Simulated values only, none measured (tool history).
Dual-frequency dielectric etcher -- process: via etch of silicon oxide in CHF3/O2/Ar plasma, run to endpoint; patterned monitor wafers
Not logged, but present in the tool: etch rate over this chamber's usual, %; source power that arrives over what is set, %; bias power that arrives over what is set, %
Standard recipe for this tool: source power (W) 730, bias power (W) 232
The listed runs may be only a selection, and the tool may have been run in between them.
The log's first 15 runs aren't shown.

run	day	source power (W)	bias power (W)	wafers since the last listed run	hours since the last wet clean	hours since the last source power generator calibration	hours since the last bias power generator calibration	hours since the last upper electrode change	incoming incoming film thickness, nm	endpoint time (s)
16	15.342	810	253	57	148.6	68.6	3331.4	4481.4	694.1	279.2
17	16.825	730	232	130	184.2	104.2	3367	4517	693.4	299.7
18	17.604	810	202	68	202.9	122.9	3385.7	4535.7	699.2	311
19	18.45	860	232	74	223.2	143.2	3406	4556	691.5	284.9
# day 19.121: bias power generator calibrated
20	19.154	870	272	47	240.1	160.1	0.8	4572.9	688.7	257.9
# day 20.312: upper electrode replaced
21	20.396	560	270	21	269.9	189.9	30.6	2	692.2	301.5
22	21.271	730	190	76	290.9	210.9	51.6	23	691.5	325.2
23	22.042	880	266	67	309.4	229.4	70.1	41.5	697	261.8
# day 23.362: wet clean of the chamber
24	23.383	580	210	30	0.5	261.6	102.3	73.7	692.5	347.1
25	23.425	730	232	3	1.5	262.6	103.3	74.7	696.7	307.9
26	24.871	870	204	127	36.2	297.3	138	109.4	688.5	301.6
27	25.821	730	232	83	59	320.1	160.8	132.2	703.2	308
28	26.579	860	209	66	77.2	338.3	179	150.4	691.9	302.6
29	27.958	650	259	121	110.3	371.4	212.1	183.5	693.8	297.8
30	29.221	730	232	110	140.6	401.7	242.4	213.8	695.7	303.5
31	30.058	590	192	73	160.7	421.8	262.5	233.9	691	354.2
32	31.058	900	274	87	184.7	445.8	286.5	257.9	697.7	262.4
33	31.617	730	232	49	198.1	459.2	299.9	271.3	696.6	302.4
34	35.708	730	232	359	296.3	557.4	398.1	369.5	695.5	299.4
35	37.15	730	232	126	330.9	592	432.7	404.1	700.1	300.7
# day 38.188: wet clean of the chamber
36	38.208	730	232	5	0.5	617.4	458.1	429.5	689.5	302.7

Forecast each of these 3 alternatives for the next run:
A	38.229	730	232	1	1	617.9	458.6	430	690.7	?
B	38.229	640	250	1	1	617.9	458.6	430	690.7	?
C	38.229	890	177	1	1	617.9	458.6	430	690.7	?

run	endpoint time (s)
A	303.8
B	305.7
C	324.7
Take away the tool's hidden state, keep each run's random variation, and the runs would have read:
run	endpoint time (s)
A	304.4
B	306.3
C	325.4
